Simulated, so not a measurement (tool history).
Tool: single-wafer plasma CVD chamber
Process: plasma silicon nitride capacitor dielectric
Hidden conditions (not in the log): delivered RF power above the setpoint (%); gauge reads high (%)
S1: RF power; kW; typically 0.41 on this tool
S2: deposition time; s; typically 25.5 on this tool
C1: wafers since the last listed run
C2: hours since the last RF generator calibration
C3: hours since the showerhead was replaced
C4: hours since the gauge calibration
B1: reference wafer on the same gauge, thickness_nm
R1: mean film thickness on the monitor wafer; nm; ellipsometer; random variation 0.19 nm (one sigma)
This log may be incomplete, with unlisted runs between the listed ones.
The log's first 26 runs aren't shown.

Run 27, day 25.2: usual settings but S1 0.475 kW, S2 23 s; C1 581; C2 1125.6; C3 237.2; C4 249; B1 34.909. Result: R1 30.543 nm.
Run 28, day 26.475: usual settings but S1 0.385 kW, S2 23.3 s; C1 744; C2 1156.2; C3 267.8; C4 279.6; B1 34.914. Result: R1 28.677 nm.
At day 27.029: RF generator calibrated.
Run 29, day 27.271: usual settings but S1 0.46 kW; C1 270; C2 5.8; C3 286.9; C4 298.7; B1 34.916. Result: R1 35.101 nm.
Run 30, day 28.212: usual settings but S1 0.45 kW, S2 26.8 s; C1 549; C2 28.4; C3 309.5; C4 321.3; B1 34.89. Result: R1 36.476 nm.
Run 31, day 29.121: usual settings but S2 23.8 s; C1 530; C2 50.2; C3 331.3; C4 343.1; B1 34.957. Result: R1 31.297 nm.
Run 32, day 29.896: usual settings but S2 22 s; C1 452; C2 68.8; C3 349.9; C4 361.7; B1 34.918. Result: R1 28.955 nm.
Run 33, day 31.146: usual settings but S1 0.485 kW, S2 21.3 s; C1 730; C2 98.8; C3 379.9; C4 391.7; B1 34.908. Result: R1 29.681 nm.
Run 34, day 32.038: usual settings but S2 28.2 s; C1 520; C2 120.2; C3 401.3; C4 413.1; B1 34.914. Result: R1 37.041 nm.
Run 35, day 33.425: usual settings; C1 810; C2 153.5; C3 434.6; C4 446.4; B1 34.893. Result: R1 33.462 nm.
Run 36, day 34.796: usual settings; C1 800; C2 186.4; C3 467.5; C4 479.3; B1 34.89. Result: R1 33.168 nm.
Run 37, day 35.842: usual settings but S1 0.435 kW, S2 28.9 s; C1 610; C2 211.5; C3 492.6; C4 504.4; B1 34.912. Result: R1 38.747 nm.
Run 38, day 36.829: usual settings but S1 0.455 kW, S2 29.3 s; C1 576; C2 235.2; C3 516.3; C4 528.1; B1 34.885. Result: R1 39.556 nm.
Run 39, day 37.496: usual settings but S1 0.46 kW, S2 23.2 s; C1 389; C2 251.2; C3 532.3; C4 544.1; B1 34.859. Result: R1 31.351 nm.
Run 40, day 38.708: usual settings; C1 708; C2 280.3; C3 561.4; C4 573.2; B1 34.901. Result: R1 33.386 nm.
Run 41, day 39.404: usual settings but S1 0.47 kW, S2 30.2 s; C1 406; C2 297; C3 578.1; C4 589.9; B1 34.895. Result: R1 41.157 nm.
Run 42, day 40.354: usual settings but S1 0.485 kW, S2 26.8 s; C1 554; C2 319.8; C3 600.9; C4 612.7; B1 34.877. Result: R1 36.845 nm.
Run 43, day 41.8: usual settings but S1 0.455 kW, S2 29.3 s; C1 844; C2 354.5; C3 635.6; C4 647.4; B1 34.885. Result: R1 39.528 nm.
Run 44, day 42.596: usual settings but S1 0.45 kW; C1 464; C2 373.6; C3 654.7; C4 666.5; B1 34.89. Result: R1 34.441 nm.

Run 45 has not been measured yet. What should we expect?
Run 45, day 43.658: usual settings but S1 0.48 kW; C1 620; C2 399.1; C3 680.2; C4 692; B1 ?. Result: R1 ?.

Logged for run 45: B1 34.962, R1 34.902 nm.
The same run, on a tool lacking any hidden state, would have yielded R1 35.403 nm.

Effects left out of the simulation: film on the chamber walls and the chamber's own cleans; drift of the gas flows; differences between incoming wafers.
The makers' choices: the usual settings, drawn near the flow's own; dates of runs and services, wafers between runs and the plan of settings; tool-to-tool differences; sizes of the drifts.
